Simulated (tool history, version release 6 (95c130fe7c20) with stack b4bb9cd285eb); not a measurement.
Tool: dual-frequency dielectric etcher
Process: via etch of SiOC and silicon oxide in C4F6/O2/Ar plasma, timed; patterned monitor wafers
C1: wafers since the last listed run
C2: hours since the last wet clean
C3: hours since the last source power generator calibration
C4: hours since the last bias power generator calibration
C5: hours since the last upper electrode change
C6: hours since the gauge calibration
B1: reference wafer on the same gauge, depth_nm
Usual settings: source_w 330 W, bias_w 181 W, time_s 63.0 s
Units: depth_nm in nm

run 1 hour=0.0 | source_w=330 bias_w=181 time_s=63.0 | C1=0 C2=222.1 C3=1192.5 C4=1374.2 C5=2476.3 C6=617.2 | B1=60.5 | depth_nm=68.9
run 2 hour=58.5 | source_w=330 bias_w=181 time_s=63.0 | C1=747 C2=280.6 C3=1251.0 C4=1432.7 C5=2534.8 C6=675.7 | B1=60.5 | depth_nm=68.9
run 3 hour=103.4 | source_w=330 bias_w=181 time_s=63.0 | C1=573 C2=325.5 C3=1295.9 C4=1477.6 C5=2579.7 C6=720.6 | B1=60.1 | depth_nm=69.0
run 4 hour=207.2 | source_w=330 bias_w=181 time_s=63.0 | C1=1326 C2=429.3 C3=1399.7 C4=1581.4 C5=2683.5 C6=824.4 | B1=60.1 | depth_nm=68.7
-- hour=267.1 wet clean of the chamber
run 5 hour=270.8 | source_w=330 bias_w=181 time_s=63.0 | C1=505 C2=3.7 C3=1463.3 C4=1645.0 C5=2747.1 C6=888.0 | B1=59.8 | depth_nm=68.6
run 6 hour=353.6 | source_w=330 bias_w=205 time_s=63.0 | C1=1057 C2=86.5 C3=1546.1 C4=1727.8 C5=2829.9 C6=970.8 | B1=59.8 | depth_nm=72.9
run 7 hour=418.9 | source_w=330 bias_w=205 time_s=63.0 | C1=834 C2=151.8 C3=1611.4 C4=1793.1 C5=2895.2 C6=1036.1 | B1=59.5 | depth_nm=72.5
run 8 hour=469.8 | source_w=330 bias_w=205 time_s=63.0 | C1=650 C2=202.7 C3=1662.3 C4=1844.0 C5=2946.1 C6=1087.0 | B1=59.6 | depth_nm=72.4
-- hour=508.2 upper electrode replaced
run 9 hour=513.9 | source_w=270 bias_w=181 time_s=71.0 | C1=256 C2=246.8 C3=1706.4 C4=1888.1 C5=5.7 C6=1131.1 | B1=59.5 | depth_nm=69.1
run 10 hour=557.1 | source_w=330 bias_w=181 time_s=49.0 | C1=551 C2=290.0 C3=1749.6 C4=1931.3 C5=48.9 C6=1174.3 | B1=59.5 | depth_nm=53.0
run 11 hour=646.8 | source_w=330 bias_w=181 time_s=63.0 | C1=1146 C2=379.7 C3=1839.3 C4=2021.0 C5=138.6 C6=1264.0 | B1=59.3 | depth_nm=68.3
-- hour=674.0 gauge calibrated
run 12 hour=703.7 | source_w=280 bias_w=181 time_s=51.5 | C1=727 C2=436.6 C3=1896.2 C4=2077.9 C5=195.5 C6=29.7 | B1=61.5 | depth_nm=53.0
-- hour=750.4 wet clean of the chamber
run 13 hour=789.8 | source_w=360 bias_w=145 time_s=57.5 | C1=793 C2=39.4 C3=1982.3 C4=2164.0 C5=281.6 C6=115.8 | B1=61.4 | depth_nm=60.5
run 14 hour=891.2 | source_w=380 bias_w=170 time_s=71.0 | C1=1295 C2=140.8 C3=2083.7 C4=2265.4 C5=383.0 C6=217.2 | B1=61.3 | depth_nm=83.1
run 15 hour=946.5 | source_w=290 bias_w=224 time_s=46.5 | C1=706 C2=196.1 C3=2139.0 C4=2320.7 C5=438.3 C6=272.5 | B1=61.0 | depth_nm=53.5
-- hour=997.3 bias power generator calibrated
-- hour=1043.6 source power generator calibrated
run 16 hour=1051.0 | source_w=330 bias_w=181 time_s=49.0 | C1=1233 C2=300.6 C3=7.4 C4=53.7 C5=542.8 C6=377.0 | B1=61.0 | depth_nm=54.3

Forecast run 17:
run 17 hour=1187.9 | source_w=330 bias_w=181 time_s=54.0 | C1=1749 C2=437.5 C3=144.3 C4=190.6 C5=679.7 C6=513.9 | B1=? | depth_nm=?

B1: 60.8
depth_nm: 60.0 nm
Without the tool's hidden state the same run would have given depth_nm 60.9 nm.
